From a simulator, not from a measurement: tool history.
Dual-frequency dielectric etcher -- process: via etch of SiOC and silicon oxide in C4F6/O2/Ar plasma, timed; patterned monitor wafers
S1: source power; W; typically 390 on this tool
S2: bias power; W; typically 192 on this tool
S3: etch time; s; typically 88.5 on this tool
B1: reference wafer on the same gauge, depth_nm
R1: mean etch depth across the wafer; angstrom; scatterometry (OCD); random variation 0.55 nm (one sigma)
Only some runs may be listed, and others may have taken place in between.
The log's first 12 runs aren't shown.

| run | day | S1 | S2 | S3 | B1 | R1 |
|---|---|---|---|---|---|---|
| 13 | 13.292 | 390 | 192 | 88.5 | 106.7 | 946 |
| 14 | 14.642 | 390 | 192 | 88.5 | 106.5 | 937 |
| 15 | 17.246 | 390 | 192 | 111 | 106.2 | 1178 |
| 16 | 19.329 | 450 | 207 | 73 | 106.7 | 844 |
| 17 | 19.921 | 390 | 146 | 99 | 106.8 | 901 |
| 18 | 20.642 | 390 | 214 | 101 | 106.6 | 1145 |
| 19 | 21.733 | 430 | 192 | 68.5 | 106.4 | 753 |
|  | 22.25 | bias power generator calibrated |
| 20 | 22.938 | 490 | 174 | 107.5 | 106.5 | 1171 |
| 21 | 24.117 | 350 | 205 | 112.5 | 106.6 | 1220 |
| 22 | 24.692 | 390 | 232 | 72 | 106.9 | 865 |

What does the tool deliver on the next run?
| 23 | 25.6 | 360 | 192 | 88.5 | ? | ? |

{"run 23": {"B1": 106.6, "R1": 926}}
The same run, on a tool lacking any hidden state, would have yielded R1 907 angstrom.
